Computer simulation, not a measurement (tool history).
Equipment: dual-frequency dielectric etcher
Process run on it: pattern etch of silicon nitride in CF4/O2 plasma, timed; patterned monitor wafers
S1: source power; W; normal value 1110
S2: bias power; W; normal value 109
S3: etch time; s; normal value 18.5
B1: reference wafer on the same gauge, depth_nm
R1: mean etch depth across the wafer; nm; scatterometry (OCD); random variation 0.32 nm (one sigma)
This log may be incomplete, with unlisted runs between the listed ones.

run   hour    S1   S2    S3    B1    R1
  1      0  1110  109  18.5  66.3  64.1
  2   14.6  1110  109  18.5  66.3  63.2
  3  113.1  1110  109  18.5  66.3  64.3
  4  135.5  1110  109  18.5  66.3  64.9
  5  153.8  1050  109  18.5  66.3    61
  6  177.8  1050  109  18.5  66.2  61.4
  7  194.8  1110  109  18.5  66.3  64.9
     222.8  -- wet clean of the chamber
     223.3  -- source power generator calibrated
     227.5  -- bias power generator calibrated
  8    228  1110  109  18.5  66.3  61.9
  9  248.9  1110  109  18.5  66.3  62.6
 10  267.9  1110  109  18.5  66.3  62.6
     279.1  -- gauge calibrated
 11  298.8  1110  109  18.5  66.2  62.7
 12  319.5  1110  109  18.5  66.3  63.2
 13  350.7  1110  100  17.5  66.3  58.7
 14  379.7  1230  109  18.5  66.3  71.4
     414.9  -- upper electrode replaced
 15  415.4  1110  109  18.5  66.2  63.7
 16  432.2  1110  124    14  66.3  50.1
 17  455.3  1110  109  18.5  66.3  64.2
 18  493.9  1110  109  18.5  66.3  64.7
 19  518.3  1350   88    20  66.3  81.3
 20  538.7  1010  109  18.5  66.3  58.2
 21    566  1110  109    16  66.3  56.2
 22  594.1   920  125    22  66.4  65.5
 23  610.5  1110  109  21.5  66.3  75.5
 24  633.5  1000  130    23  66.3  76.3
     670.1  -- wet clean of the chamber
 25  670.6  1110  118  18.5  66.3  63.4
 26  679.4  1110  109  18.5  66.3  62.6

For each run, the measured value with the value that run would have given without the tool's hidden condition subtracted. The run-to-run variation is shared by both, the gauge scatter possibly not:
The hidden state here: etch rate over this chamber's usual, %; source power that arrives over what is set, %; bias power that arrives over what is set, %; gauge reads high (%).
run    R1
  1  +1.4
  2  +1.5
  3  +2.1
  4  +2.3
  5  +2.3
  6  +2.5
  7  +2.8
  8    +0
  9  +0.2
 10  +0.3
 11  +0.5
 12  +0.6
 13  +0.8
 14  +1.2
 15  +1.4
 16  +1.2
 17  +1.6
 18    +2
 19  +2.6
 20    +2
 21  +2.1
 22  +2.7
 23  +3.2
 24  +3.4
 25  -0.3
 26  -0.2
